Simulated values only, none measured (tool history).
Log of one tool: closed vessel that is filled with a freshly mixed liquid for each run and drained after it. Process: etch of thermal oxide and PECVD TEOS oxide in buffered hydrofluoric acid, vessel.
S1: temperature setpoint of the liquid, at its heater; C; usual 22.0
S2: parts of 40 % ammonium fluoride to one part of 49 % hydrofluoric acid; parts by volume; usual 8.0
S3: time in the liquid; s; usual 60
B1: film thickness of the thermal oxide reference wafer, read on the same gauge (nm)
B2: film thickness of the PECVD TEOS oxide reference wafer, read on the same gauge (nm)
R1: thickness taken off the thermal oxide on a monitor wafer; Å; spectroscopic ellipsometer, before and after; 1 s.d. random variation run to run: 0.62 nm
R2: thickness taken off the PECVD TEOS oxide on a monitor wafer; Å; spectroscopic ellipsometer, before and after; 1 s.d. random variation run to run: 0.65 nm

run    hour    S1    S2  S3     B1      B2      R1      R2
  1     0.0  22.0   6.5  60  90.02  119.98   883.5  1710.9
  2    46.7  22.0   8.0  60  90.02  119.99   718.7  1389.9
  3    95.9  22.0   8.0  60  90.02  120.04   707.0  1380.6
  4   125.1  25.0   9.5  60  89.97  119.96   707.7  1384.3
      251.5  -- gauge calibrated
  5   293.2  22.0   5.5  75  90.00  120.03  1274.4  2447.6
  6   341.2  22.0   8.0  60  90.00  120.00   721.3  1381.2
      359.7  -- hydrofluoric acid flow meter replaced
      371.0  -- thermometer replaced
  7   392.8  22.0   8.0  45  89.99  120.03   508.0   994.9
  8   448.0  22.0   8.0  45  90.04  120.00   506.1   998.4
  9   486.0  22.0   8.0  45  89.99  120.05   509.0   991.9
 10   522.9  24.5   6.5  60  89.98  120.00   954.7  1863.9
 11   568.1  22.0  10.0  75  89.99  120.01   688.9  1353.3
 12   608.1  22.0   6.5  30  89.99  120.01   415.7   810.3
 13   633.7  20.5  11.0  40  90.01  120.01   307.7   604.5
 14   691.7  17.0   8.0  90  90.03  119.99   758.9  1485.3
      712.4  -- thermometer replaced, repeated, since the last time left the tool worse
 15   725.2  22.0   8.0  85  90.00  119.99  1027.2  2022.8
 16   796.5  24.0   9.0  60  89.98  119.96   725.5  1397.0
 17   941.3  24.5   7.0  60  90.01  120.03   959.7  1876.0
 18   975.2  17.5   6.5  60  90.01  119.97   694.2  1352.6
     1007.9  -- gauge calibrated
 19  1034.4  22.0   6.5  60  90.00  120.01   907.6  1748.4
 20  1074.4  17.0  10.0  85  89.98  119.97   635.7  1248.9
 21  1123.5  22.0   6.5  60  90.03  120.02   893.2  1724.3
 22  1184.3  22.0   8.0  60  89.99  120.00   722.6  1407.7
     1193.0  -- hydrofluoric acid flow meter replaced
 23  1219.0  22.0   8.0  60  89.98  120.04   721.1  1405.8
 24  1282.2  22.0   8.0  60  90.00  120.04   723.1  1402.5
 25  1333.1  22.0   8.0  60  89.99  120.00   725.6  1395.3

Here are 5 independent what-if runs from the current tool condition. What would each one return?
  A  1333.8  22.0  8.0  60   ?   ?   ?   ?
  B  1333.8  22.0  8.0  70   ?   ?   ?   ?
  C  1333.8  18.0  8.0  60   ?   ?   ?   ?
  D  1333.8  22.0  8.0  35   ?   ?   ?   ?
  E  1333.8  22.0  8.0  40   ?   ?   ?   ?

run     B1      B2     R1      R2
  A  90.00  119.96  727.5  1400.3
  B  90.00  119.96  848.8  1633.7
  C  90.00  119.96  581.4  1118.9
  D  90.00  119.96  424.4   816.8
  E  90.00  119.96  485.0   933.5
Take away the tool's hidden state, keep each run's random variation, and the runs would have read:
run     R1      R2
  A  741.3  1426.8
  B  864.9  1664.6
  C  592.7  1140.7
  D  432.5   832.3
  E  494.2   951.2
